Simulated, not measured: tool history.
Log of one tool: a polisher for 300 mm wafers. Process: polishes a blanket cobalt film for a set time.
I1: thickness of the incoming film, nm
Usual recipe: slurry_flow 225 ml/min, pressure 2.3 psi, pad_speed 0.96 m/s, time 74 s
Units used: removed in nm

run 1 day=0.000 | slurry_flow=245 pressure=2.3 pad_speed=0.96 time=74 | I1=1296.2 | removed=422.0
run 2 day=1.142 | slurry_flow=245 pressure=2.3 pad_speed=0.96 time=74 | I1=1306.4 | removed=421.8
run 3 day=2.533 | slurry_flow=225 pressure=2.0 pad_speed=0.96 time=74 | I1=1316.5 | removed=387.1
run 4 day=3.838 | slurry_flow=225 pressure=2.0 pad_speed=0.96 time=74 | I1=1325.9 | removed=387.6
run 5 day=4.904 | slurry_flow=225 pressure=2.3 pad_speed=0.96 time=74 | I1=1304.0 | removed=414.7
run 6 day=5.571 | slurry_flow=225 pressure=2.3 pad_speed=0.96 time=74 | I1=1312.5 | removed=414.0
run 7 day=6.558 | slurry_flow=225 pressure=2.3 pad_speed=0.78 time=74 | I1=1308.3 | removed=358.5
-- day=6.896 head pressure recalibrated
-- day=7.512 slurry nozzle cleaned
run 8 day=7.588 | slurry_flow=225 pressure=2.3 pad_speed=0.78 time=74 | I1=1319.0 | removed=383.0
run 9 day=8.404 | slurry_flow=225 pressure=2.3 pad_speed=0.96 time=74 | I1=1311.4 | removed=446.8
-- day=8.896 worn pad replaced by a new one
run 10 day=11.250 | slurry_flow=225 pressure=2.3 pad_speed=1.08 time=83 | I1=1327.7 | removed=559.3
run 11 day=12.950 | slurry_flow=225 pressure=2.3 pad_speed=1.08 time=83 | I1=1339.0 | removed=558.7
run 12 day=14.229 | slurry_flow=225 pressure=2.3 pad_speed=1.08 time=83 | I1=1321.2 | removed=545.0
run 13 day=15.521 | slurry_flow=250 pressure=2.3 pad_speed=0.96 time=57 | I1=1313.6 | removed=348.8
run 14 day=16.138 | slurry_flow=225 pressure=2.3 pad_speed=0.96 time=74 | I1=1314.6 | removed=453.8
run 15 day=17.500 | slurry_flow=225 pressure=3.0 pad_speed=1.24 time=64 | I1=1346.8 | removed=564.9
-- day=18.025 worn pad replaced by a new one
run 16 day=18.192 | slurry_flow=225 pressure=2.3 pad_speed=0.96 time=74 | I1=1331.0 | removed=455.6
run 17 day=19.496 | slurry_flow=225 pressure=2.3 pad_speed=0.96 time=88 | I1=1331.0 | removed=527.6
-- day=20.054 slurry nozzle cleaned
run 18 day=20.233 | slurry_flow=225 pressure=1.7 pad_speed=1.12 time=56 | I1=1299.5 | removed=327.9
run 19 day=20.946 | slurry_flow=225 pressure=2.3 pad_speed=0.96 time=74 | I1=1319.3 | removed=442.9
run 20 day=21.817 | slurry_flow=225 pressure=2.3 pad_speed=0.96 time=74 | I1=1317.2 | removed=447.9
run 21 day=22.558 | slurry_flow=225 pressure=2.3 pad_speed=0.96 time=82 | I1=1310.9 | removed=497.5
run 22 day=23.162 | slurry_flow=225 pressure=2.3 pad_speed=0.96 time=74 | I1=1304.9 | removed=454.1
run 23 day=23.879 | slurry_flow=195 pressure=2.3 pad_speed=0.96 time=74 | I1=1317.2 | removed=438.5
run 24 day=24.421 | slurry_flow=225 pressure=2.3 pad_speed=0.96 time=74 | I1=1325.4 | removed=449.8
run 25 day=25.342 | slurry_flow=225 pressure=2.3 pad_speed=0.96 time=74 | I1=1315.4 | removed=447.7
run 26 day=26.104 | slurry_flow=160 pressure=2.7 pad_speed=1.26 time=92 | I1=1291.2 | removed=738.3
-- day=27.383 worn pad replaced by a new one
run 27 day=27.404 | slurry_flow=205 pressure=2.3 pad_speed=0.96 time=74 | I1=1345.8 | removed=437.0
run 28 day=28.096 | slurry_flow=225 pressure=2.3 pad_speed=0.96 time=74 | I1=1338.3 | removed=447.8
run 29 day=29.288 | slurry_flow=270 pressure=2.7 pad_speed=0.80 time=81 | I1=1299.1 | removed=477.4
run 30 day=30.488 | slurry_flow=225 pressure=2.3 pad_speed=0.96 time=74 | I1=1330.8 | removed=433.0
-- day=30.679 slurry nozzle cleaned
run 31 day=31.404 | slurry_flow=290 pressure=2.3 pad_speed=1.24 time=53 | I1=1330.4 | removed=402.1
run 32 day=32.217 | slurry_flow=260 pressure=2.9 pad_speed=0.72 time=60 | I1=1307.1 | removed=337.3
run 33 day=32.888 | slurry_flow=300 pressure=2.9 pad_speed=0.82 time=65 | I1=1320.8 | removed=398.9
run 34 day=34.354 | slurry_flow=225 pressure=2.3 pad_speed=0.96 time=74 | I1=1330.9 | removed=446.8
run 35 day=35.296 | slurry_flow=200 pressure=2.1 pad_speed=0.96 time=74 | I1=1328.2 | removed=413.2
run 36 day=36.083 | slurry_flow=165 pressure=2.3 pad_speed=0.82 time=74 | I1=1334.4 | removed=369.1

The tool's hidden state at each run:
removal rate lost through wear of the pad, %: 0 on each run
slurry flow missing at the pad, %: 0 on each run
H1: deviation of the head's pressure from its setpoint, %
run=1 H1=-8.43
run=2 H1=-8.86
run=3 H1=-9.4
run=4 H1=-9.93
run=5 H1=-10.4
run=6 H1=-10.6
run=7 H1=-11.1
run=8 H1=1.06
run=9 H1=1.05
run=10 H1=0.985
run=11 H1=0.911
run=12 H1=0.841
run=13 H1=0.755
run=14 H1=0.71
run=15 H1=0.598
run=16 H1=0.536
run=17 H1=0.407
run=18 H1=0.328
run=19 H1=0.247
run=20 H1=0.143
run=21 H1=0.049
run=22 H1=-0.0308
run=23 H1=-0.129
run=24 H1=-0.207
run=25 H1=-0.343
run=26 H1=-0.462
run=27 H1=-0.675
run=28 H1=-0.795
run=29 H1=-1.01
run=30 H1=-1.24
run=31 H1=-1.42
run=32 H1=-1.59
run=33 H1=-1.73
run=34 H1=-2.05
run=35 H1=-2.27
run=36 H1=-2.46
